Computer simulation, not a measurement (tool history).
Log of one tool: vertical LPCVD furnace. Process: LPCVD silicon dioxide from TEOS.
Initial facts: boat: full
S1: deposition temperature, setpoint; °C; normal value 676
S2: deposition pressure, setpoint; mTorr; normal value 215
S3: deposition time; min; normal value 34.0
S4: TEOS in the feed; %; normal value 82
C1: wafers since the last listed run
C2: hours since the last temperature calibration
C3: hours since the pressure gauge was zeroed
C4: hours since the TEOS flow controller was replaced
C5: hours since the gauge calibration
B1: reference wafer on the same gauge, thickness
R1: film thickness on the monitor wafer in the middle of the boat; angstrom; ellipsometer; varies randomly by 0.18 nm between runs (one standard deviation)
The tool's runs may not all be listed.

Run 1, hour 0.0: usual settings but S2 175 mTorr; C1 0; C2 1768.1; C3 2376.9; C4 4568.6; C5 109.8; B1 128.03. Result: R1 1127.0 angstrom.
Run 2, hour 25.8: usual settings but S1 671 °C, S3 39.0 min; C1 432; C2 1793.9; C3 2402.7; C4 4594.4; C5 135.6; B1 128.02. Result: R1 1266.4 angstrom.
Run 3, hour 68.1: usual settings but S1 671 °C, S3 39.0 min; C1 709; C2 1836.2; C3 2445.0; C4 4636.7; C5 177.9; B1 128.00. Result: R1 1268.6 angstrom.
Run 4, hour 130.3: usual settings but S1 671 °C, S3 39.0 min; C1 1043; C2 1898.4; C3 2507.2; C4 4698.9; C5 240.1; B1 127.99. Result: R1 1269.5 angstrom.
Run 5, hour 161.7: usual settings but S4 77 %; C1 526; C2 1929.8; C3 2538.6; C4 4730.3; C5 271.5; B1 128.01. Result: R1 1213.8 angstrom.
Run 6, hour 204.8: usual settings but S4 77 %; C1 722; C2 1972.9; C3 2581.7; C4 4773.4; C5 314.6; B1 128.01. Result: R1 1215.1 angstrom.
Run 7, hour 272.6: usual settings; C1 1137; C2 2040.7; C3 2649.5; C4 4841.2; C5 382.4; B1 128.00. Result: R1 1258.0 angstrom.
Run 8, hour 340.9: usual settings but S1 670 °C, S4 88 %; C1 1145; C2 2109.0; C3 2717.8; C4 4909.5; C5 450.7; B1 128.02. Result: R1 1130.4 angstrom.
Run 9, hour 384.6: usual settings; C1 733; C2 2152.7; C3 2761.5; C4 4953.2; C5 494.4; B1 127.96. Result: R1 1262.7 angstrom.
At hour 423.8: TEOS flow controller replaced.
At hour 503.2: thermocouples replaced and temperature profile calibrated.
At hour 595.4: gauge calibrated.
Run 10, hour 596.8: usual settings but S4 74 %; C1 2754; C2 93.6; C3 2973.7; C4 173.0; C5 1.4; B1 127.99. Result: R1 1163.7 angstrom.
At hour 635.7: pressure gauge zeroed.
Run 11, hour 660.9: usual settings but S2 175 mTorr, S4 91 %; C1 672; C2 157.7; C3 25.2; C4 237.1; C5 65.5; B1 127.97. Result: R1 1149.4 angstrom.
Run 12, hour 724.0: usual settings but S1 684 °C, S4 95 %; C1 1058; C2 220.8; C3 88.3; C4 300.2; C5 128.6; B1 128.00. Result: R1 1578.7 angstrom.
Run 13, hour 761.3: usual settings; C1 625; C2 258.1; C3 125.6; C4 337.5; C5 165.9; B1 127.98. Result: R1 1211.3 angstrom.
Run 14, hour 797.1: usual settings but S1 664 °C, S2 195 mTorr, S3 45.5 min, S4 91 %; C1 600; C2 293.9; C3 161.4; C4 373.3; C5 201.7; B1 128.00. Result: R1 1208.5 angstrom.

Exercise: give the hidden state of the tool at every run:
deviation of the TEOS flow from its setpoint, %: 0, the same for each run
gauge reads high (%): 0, the same for each run
H1: true tube temperature minus thermocouple reading, K
H2: true pressure minus gauge reading, mTorr
run     H1     H2
  1    1.8      4
  2   1.83   4.14
  3   1.87   4.37
  4   1.93   4.71
  5   1.96   4.89
  6      2   5.13
  7   2.07   5.53
  8   2.14   5.93
  9   2.18    6.2
 10  0.776   7.56
 11  0.839  0.572
 12  0.901   0.58
 13  0.938  0.589
 14  0.974  0.601
